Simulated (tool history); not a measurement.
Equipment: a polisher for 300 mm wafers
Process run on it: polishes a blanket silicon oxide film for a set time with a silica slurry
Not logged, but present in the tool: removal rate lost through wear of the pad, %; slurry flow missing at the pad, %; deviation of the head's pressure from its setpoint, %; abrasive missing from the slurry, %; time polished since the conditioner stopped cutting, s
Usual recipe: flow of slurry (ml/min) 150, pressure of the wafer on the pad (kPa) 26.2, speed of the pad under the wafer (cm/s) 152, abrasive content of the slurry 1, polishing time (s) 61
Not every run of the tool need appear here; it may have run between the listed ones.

| run | hour | flow of slurry (ml/min) | pressure of the wafer on the pad (kPa) | speed of the pad under the wafer (cm/s) | abrasive content of the slurry | polishing time (s) | wafers since the last listed run | wafers polished on this pad | hours since the slurry nozzle was cleaned | hours since the head pressure was calibrated | hours since the slurry blender was calibrated | hours since the conditioning disc was replaced | incoming thickness of the incoming film, nm | film removed (Å) |
|---|---|---|---|---|---|---|---|---|---|---|---|---|---|---|
| 1 | 0 | 150 | 26.2 | 152 | 1 | 61 | 0 | 1570 | 59.5 | 357.3 | 54.1 | 104.2 | 1752.2 | 1988 |
|  | 19.1 | worn pad replaced by a new one |
| 2 | 35.3 | 150 | 26.2 | 152 | 1 | 61 | 258 | 133 | 94.8 | 392.6 | 89.4 | 139.5 | 1726.8 | 2156 |
| 3 | 68.3 | 150 | 26.2 | 152 | 1 | 61 | 272 | 405 | 127.8 | 425.6 | 122.4 | 172.5 | 1771.2 | 2125 |
| 4 | 90.8 | 150 | 31 | 128 | 1 | 61 | 185 | 591 | 150.3 | 448.1 | 144.9 | 195 | 1738.5 | 2111 |
| 5 | 136.7 | 150 | 31 | 128 | 1 | 61 | 378 | 970 | 196.2 | 494 | 190.8 | 240.9 | 1756.4 | 2080 |
| 6 | 150.9 | 150 | 31 | 128 | 1 | 61 | 117 | 1087 | 210.4 | 508.2 | 205 | 255.1 | 1773.4 | 2064 |
| 7 | 173.5 | 150 | 26.2 | 152 | 1 | 61 | 186 | 1274 | 233 | 530.8 | 227.6 | 277.7 | 1737.9 | 2051 |
|  | 199.6 | worn pad replaced by a new one |
| 8 | 204.8 | 150 | 26.2 | 152 | 1 | 61 | 225 | 43 | 264.3 | 562.1 | 258.9 | 309 | 1746.1 | 2192 |
| 9 | 223.6 | 190 | 26.2 | 152 | 1 | 49 | 155 | 198 | 283.1 | 580.9 | 277.7 | 327.8 | 1762.2 | 1752 |
|  | 232.8 | slurry nozzle cleaned |
|  | 238 | conditioning disc replaced and pad reconditioned |
|  | 299.5 | slurry blender recalibrated |
|  | 311.4 | head pressure recalibrated |
| 10 | 320.2 | 150 | 26.2 | 186 | 1 | 61 | 739 | 937 | 87.4 | 8.8 | 20.7 | 82.2 | 1743.5 | 2442 |
|  | 382.5 | worn pad replaced by a new one |
| 11 | 383 | 150 | 26.2 | 184 | 1 | 61 | 485 | 4 | 150.2 | 71.6 | 83.5 | 145 | 1747.3 | 2536 |
| 12 | 392.4 | 150 | 32.4 | 152 | 1.25 | 69 | 77 | 81 | 159.6 | 81 | 92.9 | 154.4 | 1751.2 | 3139 |
| 13 | 420.1 | 110 | 26.2 | 152 | 1 | 61 | 228 | 310 | 187.3 | 108.7 | 120.6 | 182.1 | 1761.6 | 2048 |
| 14 | 444.5 | 150 | 26.2 | 152 | 1 | 51 | 201 | 511 | 211.7 | 133.1 | 145 | 206.5 | 1745.1 | 1780 |
| 15 | 458.6 | 185 | 26.2 | 152 | 0.8 | 72 | 116 | 627 | 225.8 | 147.2 | 159.1 | 220.6 | 1744.4 | 2341 |
| 16 | 487.4 | 195 | 26.2 | 152 | 1 | 61 | 237 | 865 | 254.6 | 176 | 187.9 | 249.4 | 1775.4 | 2114 |
| 17 | 512 | 105 | 26.2 | 152 | 1 | 61 | 203 | 1068 | 279.2 | 200.6 | 212.5 | 274 | 1745.4 | 1980 |
|  | 538.1 | slurry nozzle cleaned |
| 18 | 539.7 | 150 | 26.2 | 152 | 1 | 61 | 220 | 1288 | 1.6 | 228.3 | 240.2 | 301.7 | 1774.2 | 2036 |
|  | 544.9 | worn pad replaced by a new one |
|  | 613.3 | slurry blender recalibrated |
|  | 640.8 | conditioning disc replaced and pad reconditioned |
| 19 | 647.6 | 180 | 23.4 | 152 | 0.9 | 66 | 824 | 814 | 109.5 | 336.2 | 34.3 | 6.8 | 1755.3 | 2018 |
| 20 | 663.4 | 150 | 26.2 | 152 | 1 | 61 | 130 | 945 | 125.3 | 352 | 50.1 | 22.6 | 1769 | 2050 |
| 21 | 680.8 | 105 | 26.2 | 152 | 1 | 61 | 143 | 1088 | 142.7 | 369.4 | 67.5 | 40 | 1726.2 | 1935 |
| 22 | 703 | 105 | 26.2 | 152 | 1 | 61 | 183 | 1271 | 164.9 | 391.6 | 89.7 | 62.2 | 1749.3 | 1943 |
|  | 715.3 | worn pad replaced by a new one |
| 23 | 738.1 | 190 | 26.2 | 152 | 0.8 | 78 | 256 | 188 | 200 | 426.7 | 124.8 | 97.3 | 1740.9 | 2603 |
| 24 | 755.1 | 150 | 17.2 | 104 | 1 | 54 | 140 | 328 | 217 | 443.7 | 141.8 | 114.3 | 1738 | 1012 |

Each row is a separate what-if for the run after 24, all from the same tool condition, not one after another. Results?
| A | 755.5 | 150 | 26.2 | 170 | 1 | 61 | 3 | 332 | 217.4 | 444.1 | 142.2 | 114.7 | 1720.2 | ? |
| B | 755.5 | 175 | 26.2 | 152 | 1 | 67 | 3 | 332 | 217.4 | 444.1 | 142.2 | 114.7 | 1720.2 | ? |
| C | 755.5 | 150 | 26.2 | 152 | 0.8 | 61 | 3 | 332 | 217.4 | 444.1 | 142.2 | 114.7 | 1720.2 | ? |
| D | 755.5 | 130 | 26.2 | 110 | 1 | 61 | 3 | 332 | 217.4 | 444.1 | 142.2 | 114.7 | 1720.2 | ? |
| E | 755.5 | 150 | 26.2 | 152 | 1 | 74 | 3 | 332 | 217.4 | 444.1 | 142.2 | 114.7 | 1720.2 | ? |

| run | film removed (Å) |
|---|---|
| A | 2329 |
| B | 2385 |
| C | 1958 |
| D | 1613 |
| E | 2583 |
Stripped of hidden state, with their random variation kept, the same runs would have yielded:
| run | film removed (Å) |
|---|---|
| A | 2370 |
| B | 2427 |
| C | 1992 |
| D | 1641 |
| E | 2629 |
